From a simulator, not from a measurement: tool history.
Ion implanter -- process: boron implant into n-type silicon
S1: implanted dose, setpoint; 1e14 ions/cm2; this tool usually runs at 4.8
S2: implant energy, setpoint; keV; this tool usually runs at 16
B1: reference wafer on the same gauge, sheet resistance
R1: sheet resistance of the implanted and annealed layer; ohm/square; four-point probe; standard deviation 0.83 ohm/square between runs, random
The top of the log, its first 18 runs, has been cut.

run,hour,S1,S2,B1,R1
# hour 763: Faraday cup replaced and dose calibrated
19,763.5,4.8,14,243.99,217.65
20,797.2,5.68,21,244.59,179.92
21,864.7,4.8,16,243.71,213.8
22,896.5,4.8,16,244.29,214.38
# hour 952.7: extraction supply calibrated
23,953.2,4.8,13.5,243.86,216.25
24,1006.6,3.73,21,243.78,253.63
25,1040.4,4.8,16,243.79,212.83
26,1102.8,3.38,18,243.61,281.01
27,1155.4,4.35,16,244.01,229.92
28,1201.1,6.2,19.5,244.23,168.12
29,1333.8,6.16,11.5,244.43,177.28
30,1359.3,5.41,16,244.3,192.17
31,1406.1,4.44,19,244.07,222.04
32,1462.8,5.53,14,244.31,189.66
33,1496.3,4.8,16,244.33,210.65
34,1554,4.8,16,244.21,212.76
35,1597,4.8,16,244.31,211.64
36,1626.1,4.8,16,243.64,212.47
37,1694,4.8,11,244.18,218.79
38,1745.6,5.86,19,244.43,174.21

3 options for the next run, each taken on its own from the tool as it stands now. Forecast them:
A,1746,4.8,18.5,?,?
B,1746,3.79,16,?,?
C,1746,3.54,14,?,?

run,B1,R1
A,243.73,206.6
B,243.73,254.9
C,243.73,273.55
With the hidden condition removed and each run's random variation left untouched, the same runs would have given:
run,R1
A,210.7
B,259.88
C,278.91
